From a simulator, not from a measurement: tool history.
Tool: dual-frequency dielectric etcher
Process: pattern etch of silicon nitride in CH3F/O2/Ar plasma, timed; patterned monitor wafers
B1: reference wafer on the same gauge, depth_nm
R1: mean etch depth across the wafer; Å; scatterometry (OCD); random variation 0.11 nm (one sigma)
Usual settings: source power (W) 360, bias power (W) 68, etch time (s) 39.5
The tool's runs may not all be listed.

{"run": 1, "hour": 0.0, "source power (W)": 300, "bias power (W)": 68, "etch time (s)": 35.0, "B1": 18.26, "R1": 182.7}
{"run": 2, "hour": 24.8, "source power (W)": 300, "bias power (W)": 68, "etch time (s)": 35.0, "B1": 18.27, "R1": 183.7}
{"run": 3, "hour": 55.5, "source power (W)": 360, "bias power (W)": 68, "etch time (s)": 39.5, "B1": 18.24, "R1": 227.5}
{"run": 4, "hour": 86.7, "source power (W)": 360, "bias power (W)": 68, "etch time (s)": 39.5, "B1": 18.23, "R1": 225.4}
{"run": 5, "hour": 118.7, "source power (W)": 320, "bias power (W)": 68, "etch time (s)": 31.0, "B1": 18.21, "R1": 167.5}
{"run": 6, "hour": 144.3, "source power (W)": 320, "bias power (W)": 68, "etch time (s)": 31.0, "B1": 18.23, "R1": 167.6}
{"run": 7, "hour": 170.3, "source power (W)": 320, "bias power (W)": 68, "etch time (s)": 31.0, "B1": 18.19, "R1": 168.5}
{"run": 8, "hour": 192.4, "source power (W)": 410, "bias power (W)": 74, "etch time (s)": 39.5, "B1": 18.21, "R1": 248.6}
{"hour": 215.7, "done": "bias power generator calibrated"}
{"run": 9, "hour": 227.5, "source power (W)": 410, "bias power (W)": 74, "etch time (s)": 39.5, "B1": 18.2, "R1": 249.9}
{"run": 10, "hour": 256.2, "source power (W)": 360, "bias power (W)": 78, "etch time (s)": 45.0, "B1": 18.18, "R1": 274.1}
{"hour": 306.3, "done": "upper electrode replaced"}
{"run": 11, "hour": 306.8, "source power (W)": 360, "bias power (W)": 78, "etch time (s)": 45.0, "B1": 18.2, "R1": 274.1}
{"run": 12, "hour": 308.6, "source power (W)": 360, "bias power (W)": 78, "etch time (s)": 45.0, "B1": 18.17, "R1": 274.2}
{"hour": 322.5, "done": "source power generator calibrated"}
{"run": 13, "hour": 340.6, "source power (W)": 280, "bias power (W)": 55, "etch time (s)": 39.5, "B1": 18.2, "R1": 180.3}
{"run": 14, "hour": 354.8, "source power (W)": 320, "bias power (W)": 68, "etch time (s)": 31.0, "B1": 18.19, "R1": 168.0}
{"run": 15, "hour": 419.9, "source power (W)": 360, "bias power (W)": 68, "etch time (s)": 39.5, "B1": 18.14, "R1": 225.3}
{"hour": 421.2, "done": "gauge calibrated"}
{"hour": 446.7, "done": "wet clean of the chamber"}
{"run": 16, "hour": 447.2, "source power (W)": 410, "bias power (W)": 56, "etch time (s)": 50.0, "B1": 18.92, "R1": 289.5}
{"run": 17, "hour": 490.4, "source power (W)": 330, "bias power (W)": 84, "etch time (s)": 28.5, "B1": 18.84, "R1": 177.2}
{"run": 18, "hour": 514.5, "source power (W)": 360, "bias power (W)": 56, "etch time (s)": 39.5, "B1": 18.77, "R1": 212.6}
{"run": 19, "hour": 538.5, "source power (W)": 360, "bias power (W)": 68, "etch time (s)": 39.5, "B1": 18.78, "R1": 234.5}
{"run": 20, "hour": 604.1, "source power (W)": 430, "bias power (W)": 82, "etch time (s)": 28.0, "B1": 18.65, "R1": 193.3}
{"run": 21, "hour": 633.1, "source power (W)": 360, "bias power (W)": 68, "etch time (s)": 39.5, "B1": 18.6, "R1": 228.8}
{"run": 22, "hour": 646.8, "source power (W)": 290, "bias power (W)": 64, "etch time (s)": 39.5, "B1": 18.58, "R1": 202.2}
{"run": 23, "hour": 672.2, "source power (W)": 360, "bias power (W)": 68, "etch time (s)": 39.5, "B1": 18.58, "R1": 231.0}
{"run": 24, "hour": 687.6, "source power (W)": 390, "bias power (W)": 63, "etch time (s)": 49.5, "B1": 18.56, "R1": 290.4}
{"run": 25, "hour": 720.6, "source power (W)": 360, "bias power (W)": 68, "etch time (s)": 39.5, "B1": 18.57, "R1": 230.7}
{"run": 26, "hour": 743.5, "source power (W)": 420, "bias power (W)": 58, "etch time (s)": 39.5, "B1": 18.49, "R1": 231.4}
{"run": 27, "hour": 766.4, "source power (W)": 330, "bias power (W)": 68, "etch time (s)": 33.5, "B1": 18.48, "R1": 184.9}
{"run": 28, "hour": 789.3, "source power (W)": 360, "bias power (W)": 55, "etch time (s)": 44.0, "B1": 18.49, "R1": 233.6}
{"run": 29, "hour": 881.4, "source power (W)": 320, "bias power (W)": 68, "etch time (s)": 39.5, "B1": 18.43, "R1": 214.7}

Measured less the same run without the tool's hidden state. The same run-to-run variation is in both; the gauge's scatter may not be:
The hidden state here: etch rate over this chamber's usual, %; source power that arrives over what is set, %; bias power that arrives over what is set, %; gauge reads high (%).
run=1 R1=-7.2
run=2 R1=-7.4
run=3 R1=-9.3
run=4 R1=-9.3
run=5 R1=-7.0
run=6 R1=-7.1
run=7 R1=-7.3
run=8 R1=-10.7
run=9 R1=-11.0
run=10 R1=-12.1
run=11 R1=-12.2
run=12 R1=-12.3
run=13 R1=-8.2
run=14 R1=-7.5
run=15 R1=-10.3
run=16 R1=-1.3
run=17 R1=-1.6
run=18 R1=-2.5
run=19 R1=-3.2
run=20 R1=-3.6
run=21 R1=-4.8
run=22 R1=-4.4
run=23 R1=-5.4
run=24 R1=-7.0
run=25 R1=-5.9
run=26 R1=-6.2
run=27 R1=-5.1
run=28 R1=-6.8
run=29 R1=-6.9

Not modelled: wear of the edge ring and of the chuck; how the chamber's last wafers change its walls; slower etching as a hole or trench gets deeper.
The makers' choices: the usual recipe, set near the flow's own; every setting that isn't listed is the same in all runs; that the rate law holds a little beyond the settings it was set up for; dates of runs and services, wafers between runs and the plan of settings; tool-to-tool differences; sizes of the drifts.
